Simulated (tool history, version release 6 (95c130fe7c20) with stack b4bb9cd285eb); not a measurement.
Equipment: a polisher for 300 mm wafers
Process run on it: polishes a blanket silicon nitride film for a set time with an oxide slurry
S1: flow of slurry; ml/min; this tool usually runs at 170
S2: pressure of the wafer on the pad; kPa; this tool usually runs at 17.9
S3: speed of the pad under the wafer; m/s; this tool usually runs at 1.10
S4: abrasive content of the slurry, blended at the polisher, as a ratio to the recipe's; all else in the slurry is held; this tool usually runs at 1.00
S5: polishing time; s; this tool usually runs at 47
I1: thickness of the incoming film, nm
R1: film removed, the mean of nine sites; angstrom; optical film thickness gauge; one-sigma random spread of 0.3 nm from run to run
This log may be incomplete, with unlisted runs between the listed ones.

Run 1, hour 0.0: usual settings; I1 547.0. Result: R1 245 angstrom.
Run 2, hour 17.1: usual settings; I1 545.2. Result: R1 246 angstrom.
At hour 43.4: slurry blender recalibrated.
Run 3, hour 43.9: usual settings; I1 554.3. Result: R1 242 angstrom.
At hour 57.3: worn pad replaced by a new one.
At hour 66.8: conditioning disc replaced and pad reconditioned.
Run 4, hour 78.7: usual settings; I1 545.7. Result: R1 265 angstrom.
Run 5, hour 103.8: usual settings; I1 546.2. Result: R1 258 angstrom.
Run 6, hour 131.4: usual settings; I1 554.6. Result: R1 252 angstrom.
Run 7, hour 147.8: usual settings but S2 14.5 kPa; I1 553.8. Result: R1 204 angstrom.
Run 8, hour 161.1: usual settings but S2 14.5 kPa; I1 555.8. Result: R1 196 angstrom.
At hour 172.1: worn pad replaced by a new one.
At hour 188.0: slurry blender recalibrated.
Run 9, hour 199.7: usual settings; I1 549.7. Result: R1 243 angstrom.
At hour 224.5: slurry nozzle cleaned.
Run 10, hour 227.7: usual settings but S4 0.90; I1 539.4. Result: R1 232 angstrom.
Run 11, hour 249.4: usual settings but S4 0.90; I1 538.6. Result: R1 227 angstrom.
At hour 269.4: worn pad replaced by a new one.
Run 12, hour 270.7: usual settings; I1 556.2. Result: R1 238 angstrom.
At hour 285.5: conditioning disc replaced and pad reconditioned.
Run 13, hour 285.9: usual settings but S1 155 ml/min, S2 15.2 kPa, S3 0.96 m/s; I1 545.6. Result: R1 196 angstrom.
Run 14, hour 316.7: usual settings but S2 20.0 kPa, S5 42 s; I1 548.9. Result: R1 250 angstrom.
At hour 332.0: head pressure recalibrated.
Run 15, hour 343.7: usual settings but S2 15.9 kPa; I1 541.7. Result: R1 226 angstrom.
At hour 346.1: slurry blender recalibrated.
Run 16, hour 356.6: usual settings but S1 150 ml/min, S2 20.7 kPa, S3 1.34 m/s; I1 557.9. Result: R1 316 angstrom.
At hour 368.8: worn pad replaced by a new one.
Run 17, hour 375.9: usual settings but S2 13.1 kPa, S4 1.30, S5 52 s; I1 541.6. Result: R1 223 angstrom.
Run 18, hour 405.1: usual settings but S1 225 ml/min, S4 1.15; I1 553.3. Result: R1 274 angstrom.
Run 19, hour 419.1: usual settings; I1 544.7. Result: R1 246 angstrom.
Run 20, hour 456.3: usual settings but S1 155 ml/min, S2 15.2 kPa, S3 1.46 m/s, S4 1.15; I1 547.8. Result: R1 263 angstrom.
At hour 473.4: worn pad replaced by a new one.
Run 21, hour 473.9: usual settings but S1 140 ml/min, S2 13.1 kPa, S3 1.22 m/s, S4 1.10; I1 538.0. Result: R1 197 angstrom.
At hour 500.6: conditioning disc replaced and pad reconditioned.
Run 22, hour 501.7: usual settings but S5 39 s; I1 545.3. Result: R1 217 angstrom.
At hour 508.8: slurry blender recalibrated.
Run 23, hour 523.2: usual settings but S1 225 ml/min, S4 1.15, S5 34 s; I1 544.7. Result: R1 207 angstrom.

4 ways to go on from here, each from the tool as it stands after run 23. What would each give?
Run A, hour 523.6: usual settings but S2 21.4 kPa; I1 545.4. Result: R1 ?.
Run B, hour 523.6: usual settings but S1 145 ml/min, S5 52 s; I1 545.4. Result: R1 ?.
Run C, hour 523.6: usual settings but S1 205 ml/min, S5 33 s; I1 545.4. Result: R1 ?.
Run D, hour 523.6: usual settings but S2 13.8 kPa, S3 1.42 m/s, S4 1.30; I1 545.4. Result: R1 ?.

run   R1
  A  305
  B  277
  C  186
  D  273
Without the tool's hidden state the same runs would have given:
run   R1
  A  321
  B  289
  C  194
  D  286
